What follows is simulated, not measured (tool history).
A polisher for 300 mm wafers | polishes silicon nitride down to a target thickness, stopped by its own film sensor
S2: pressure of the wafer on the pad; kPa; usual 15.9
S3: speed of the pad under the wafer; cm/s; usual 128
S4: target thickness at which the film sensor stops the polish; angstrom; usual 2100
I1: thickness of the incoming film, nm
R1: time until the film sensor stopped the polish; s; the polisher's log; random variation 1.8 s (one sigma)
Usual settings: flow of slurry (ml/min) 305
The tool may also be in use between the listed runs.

{"run": 1, "hour": 0.0, "flow of slurry (ml/min)": 275, "S2": 15.9, "S3": 128, "S4": 2100, "I1": 364.9, "R1": 167.8}
{"hour": 20.9, "done": "slurry nozzle cleaned"}
{"run": 2, "hour": 30.3, "flow of slurry (ml/min)": 305, "S2": 15.9, "S3": 156, "S4": 2100, "I1": 363.7, "R1": 137.6}
{"run": 3, "hour": 47.3, "flow of slurry (ml/min)": 305, "S2": 15.9, "S3": 156, "S4": 2100, "I1": 364.2, "R1": 138.4}
{"run": 4, "hour": 59.8, "flow of slurry (ml/min)": 305, "S2": 15.9, "S3": 156, "S4": 2100, "I1": 373.2, "R1": 145.0}
{"run": 5, "hour": 83.4, "flow of slurry (ml/min)": 305, "S2": 15.9, "S3": 128, "S4": 2100, "I1": 371.4, "R1": 169.3}
{"run": 6, "hour": 108.3, "flow of slurry (ml/min)": 305, "S2": 15.9, "S3": 128, "S4": 2100, "I1": 368.1, "R1": 166.2}
{"run": 7, "hour": 127.7, "flow of slurry (ml/min)": 305, "S2": 15.9, "S3": 128, "S4": 2100, "I1": 375.8, "R1": 175.6}
{"hour": 171.3, "done": "worn pad replaced by a new one"}
{"run": 8, "hour": 211.6, "flow of slurry (ml/min)": 305, "S2": 15.9, "S3": 128, "S4": 2100, "I1": 372.0, "R1": 171.7}
{"run": 9, "hour": 237.9, "flow of slurry (ml/min)": 305, "S2": 15.9, "S3": 128, "S4": 2100, "I1": 369.1, "R1": 170.1}
{"run": 10, "hour": 258.9, "flow of slurry (ml/min)": 305, "S2": 15.9, "S3": 128, "S4": 2100, "I1": 367.6, "R1": 166.7}
{"run": 11, "hour": 281.2, "flow of slurry (ml/min)": 305, "S2": 15.9, "S3": 128, "S4": 2100, "I1": 376.8, "R1": 173.5}
{"run": 12, "hour": 297.9, "flow of slurry (ml/min)": 305, "S2": 15.9, "S3": 128, "S4": 2100, "I1": 373.7, "R1": 171.6}
{"run": 13, "hour": 328.9, "flow of slurry (ml/min)": 305, "S2": 15.9, "S3": 128, "S4": 2100, "I1": 370.6, "R1": 167.8}
{"run": 14, "hour": 342.0, "flow of slurry (ml/min)": 305, "S2": 15.9, "S3": 128, "S4": 2100, "I1": 372.3, "R1": 171.0}
{"hour": 356.3, "done": "worn pad replaced by a new one"}
{"run": 15, "hour": 356.7, "flow of slurry (ml/min)": 305, "S2": 15.9, "S3": 128, "S4": 2100, "I1": 368.0, "R1": 165.8}
{"run": 16, "hour": 369.5, "flow of slurry (ml/min)": 305, "S2": 11.7, "S3": 128, "S4": 2100, "I1": 370.2, "R1": 227.0}
{"run": 17, "hour": 401.5, "flow of slurry (ml/min)": 255, "S2": 15.9, "S3": 128, "S4": 2100, "I1": 372.6, "R1": 173.6}
{"run": 18, "hour": 436.2, "flow of slurry (ml/min)": 305, "S2": 15.9, "S3": 110, "S4": 2100, "I1": 373.8, "R1": 193.6}
{"hour": 449.4, "done": "head pressure recalibrated"}
{"run": 19, "hour": 471.4, "flow of slurry (ml/min)": 270, "S2": 15.9, "S3": 154, "S4": 2100, "I1": 368.9, "R1": 145.5}
{"run": 20, "hour": 483.4, "flow of slurry (ml/min)": 305, "S2": 15.9, "S3": 128, "S4": 2100, "I1": 369.3, "R1": 170.0}
{"hour": 498.3, "done": "slurry nozzle cleaned"}
{"run": 21, "hour": 516.7, "flow of slurry (ml/min)": 305, "S2": 17.2, "S3": 128, "S4": 2100, "I1": 370.2, "R1": 157.1}
{"run": 22, "hour": 533.7, "flow of slurry (ml/min)": 305, "S2": 15.9, "S3": 128, "S4": 2100, "I1": 372.4, "R1": 170.1}
{"run": 23, "hour": 557.4, "flow of slurry (ml/min)": 360, "S2": 11.7, "S3": 156, "S4": 1620, "I1": 375.5, "R1": 251.1}
{"hour": 569.9, "done": "worn pad replaced by a new one"}
{"run": 24, "hour": 586.7, "flow of slurry (ml/min)": 365, "S2": 15.9, "S3": 128, "S4": 1590, "I1": 362.9, "R1": 209.1}
{"run": 25, "hour": 609.5, "flow of slurry (ml/min)": 305, "S2": 15.9, "S3": 170, "S4": 2100, "I1": 368.0, "R1": 131.1}
{"run": 26, "hour": 628.5, "flow of slurry (ml/min)": 305, "S2": 17.9, "S3": 128, "S4": 1880, "I1": 364.0, "R1": 165.6}
{"run": 27, "hour": 642.0, "flow of slurry (ml/min)": 305, "S2": 15.9, "S3": 164, "S4": 1570, "I1": 369.0, "R1": 181.6}
{"run": 28, "hour": 674.2, "flow of slurry (ml/min)": 305, "S2": 20.7, "S3": 128, "S4": 1750, "I1": 376.3, "R1": 161.0}
{"run": 29, "hour": 704.0, "flow of slurry (ml/min)": 305, "S2": 11.7, "S3": 128, "S4": 2100, "I1": 362.4, "R1": 217.6}
{"run": 30, "hour": 721.1, "flow of slurry (ml/min)": 345, "S2": 11.0, "S3": 172, "S4": 2100, "I1": 371.2, "R1": 189.7}

3 ways to go on from here, each from the tool as it stands after run 30. What would each give?
{"run": "A", "hour": 721.6, "flow of slurry (ml/min)": 305, "S2": 15.9, "S3": 128, "S4": 2100, "I1": 369.7, "R1": "?"}
{"run": "B", "hour": 721.6, "flow of slurry (ml/min)": 305, "S2": 13.1, "S3": 128, "S4": 2100, "I1": 369.7, "R1": "?"}
{"run": "C", "hour": 721.6, "flow of slurry (ml/min)": 305, "S2": 15.9, "S3": 110, "S4": 1690, "I1": 369.7, "R1": "?"}

run=A R1=167.4
run=B R1=202.6
run=C R1=237.5
Without the tool's hidden state the same runs would have given:
run=A R1=167.4
run=B R1=202.6
run=C R1=237.5
